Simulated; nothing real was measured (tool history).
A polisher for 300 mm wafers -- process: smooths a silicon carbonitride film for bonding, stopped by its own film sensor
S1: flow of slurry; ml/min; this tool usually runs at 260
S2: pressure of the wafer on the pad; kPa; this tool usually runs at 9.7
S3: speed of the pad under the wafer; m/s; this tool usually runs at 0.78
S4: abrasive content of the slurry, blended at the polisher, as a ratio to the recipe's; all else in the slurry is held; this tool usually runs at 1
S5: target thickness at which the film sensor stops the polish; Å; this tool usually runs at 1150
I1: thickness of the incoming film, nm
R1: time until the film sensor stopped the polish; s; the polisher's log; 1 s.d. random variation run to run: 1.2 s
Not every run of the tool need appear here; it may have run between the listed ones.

run 1 hour=0 | S1=260 S2=9.7 S3=0.78 S4=1 S5=1150 | I1=131.8 | R1=140.7
-- hour=18.8 worn pad replaced by a new one
-- hour=40.9 slurry blender recalibrated
run 2 hour=51.2 | S1=260 S2=9.7 S3=0.78 S4=1 S5=1150 | I1=131.5 | R1=130.3
-- hour=62.4 head pressure recalibrated
run 3 hour=100.7 | S1=260 S2=9.7 S3=0.78 S4=1 S5=1180 | I1=130.1 | R1=95.2
-- hour=117.9 slurry nozzle cleaned
run 4 hour=158.1 | S1=260 S2=9.7 S3=0.78 S4=1 S5=1150 | I1=129.3 | R1=117.9
run 5 hour=216.5 | S1=210 S2=9.7 S3=0.78 S4=1 S5=1150 | I1=131.2 | R1=135
run 6 hour=242.3 | S1=260 S2=9.7 S3=0.78 S4=1 S5=1150 | I1=127.6 | R1=104.9
-- hour=252.7 worn pad replaced by a new one
run 7 hour=284.6 | S1=260 S2=9.7 S3=0.78 S4=1 S5=1150 | I1=129.1 | R1=122
run 8 hour=314 | S1=260 S2=9.7 S3=0.78 S4=1 S5=1150 | I1=132.5 | R1=149.8
-- hour=327.7 slurry blender recalibrated
run 9 hour=356.4 | S1=260 S2=9.7 S3=0.78 S4=1 S5=1150 | I1=130.8 | R1=123
run 10 hour=407.4 | S1=260 S2=9.7 S3=0.78 S4=1 S5=1150 | I1=128.6 | R1=108.7
-- hour=463.5 head pressure recalibrated
run 11 hour=464 | S1=260 S2=9.7 S3=0.78 S4=1 S5=1150 | I1=130.5 | R1=123.4
run 12 hour=524.1 | S1=260 S2=9.7 S3=0.78 S4=1 S5=1150 | I1=129.3 | R1=118.4
-- hour=528.5 worn pad replaced by a new one
-- hour=558.5 slurry nozzle cleaned
run 13 hour=569 | S1=260 S2=9.7 S3=0.78 S4=1 S5=1150 | I1=128.5 | R1=113.8
run 14 hour=600.7 | S1=260 S2=9.7 S3=0.78 S4=1 S5=1150 | I1=128.5 | R1=114.1
-- hour=609.5 slurry blender recalibrated
run 15 hour=648.4 | S1=260 S2=11 S3=0.78 S4=1 S5=1150 | I1=128.3 | R1=92
run 16 hour=719.3 | S1=260 S2=9.7 S3=0.78 S4=1 S5=1180 | I1=130.6 | R1=104
run 17 hour=780.1 | S1=260 S2=9.7 S3=0.78 S4=0.85 S5=1150 | I1=130.1 | R1=139.7
-- hour=790.1 head pressure recalibrated
-- hour=810.6 worn pad replaced by a new one
run 18 hour=835.2 | S1=260 S2=8.3 S3=0.58 S4=1 S5=1150 | I1=131.1 | R1=185.9
run 19 hour=902 | S1=330 S2=9.7 S3=0.78 S4=1 S5=1150 | I1=132.2 | R1=146.3
-- hour=911.4 slurry blender recalibrated
-- hour=916.9 slurry nozzle cleaned
run 20 hour=938 | S1=215 S2=13.1 S3=0.52 S4=1 S5=1180 | I1=130 | R1=88.7
run 21 hour=1009.7 | S1=260 S2=9.7 S3=0.64 S4=1 S5=1100 | I1=129.8 | R1=175.8
-- hour=1038.6 worn pad replaced by a new one
run 22 hour=1066 | S1=260 S2=9.7 S3=0.78 S4=0.85 S5=1150 | I1=127.8 | R1=117.1
run 23 hour=1102.8 | S1=285 S2=9.7 S3=0.78 S4=0.85 S5=1150 | I1=130.4 | R1=136.9
-- hour=1142.2 head pressure recalibrated
run 24 hour=1152.8 | S1=260 S2=9.7 S3=0.9 S4=1 S5=1150 | I1=131.1 | R1=125.1
-- hour=1208.1 slurry blender recalibrated
run 25 hour=1215.4 | S1=260 S2=8.3 S3=0.78 S4=1.25 S5=1150 | I1=129 | R1=112.3
run 26 hour=1256.3 | S1=260 S2=6.2 S3=1.04 S4=1.2 S5=1150 | I1=127.7 | R1=116.8

Measured minus without-hidden-state, run by run (identical run-to-run variation in each term; gauge scatter may differ):
What the log doesn't record here: removal rate lost through wear of the pad, %; slurry flow missing at the pad, %; deviation of the head's pressure from its setpoint, %; abrasive missing from the slurry, %.
run=1 R1=+10.9
run=2 R1=+1.4
run=3 R1=+2.4
run=4 R1=+5
run=5 R1=+8.2
run=6 R1=+7.2
run=7 R1=+10.1
run=8 R1=+13.9
run=9 R1=+1.3
run=10 R1=+2.7
run=11 R1=+5.1
run=12 R1=+7.2
run=13 R1=+8.6
run=14 R1=+9.8
run=15 R1=+1.8
run=16 R1=+4.2
run=17 R1=+9.1
run=18 R1=+14.4
run=19 R1=+14.6
run=20 R1=+1
run=21 R1=+5.6
run=22 R1=+6.3
run=23 R1=+9.1
run=24 R1=+9.6
run=25 R1=+0.2
run=26 R1=+1.4
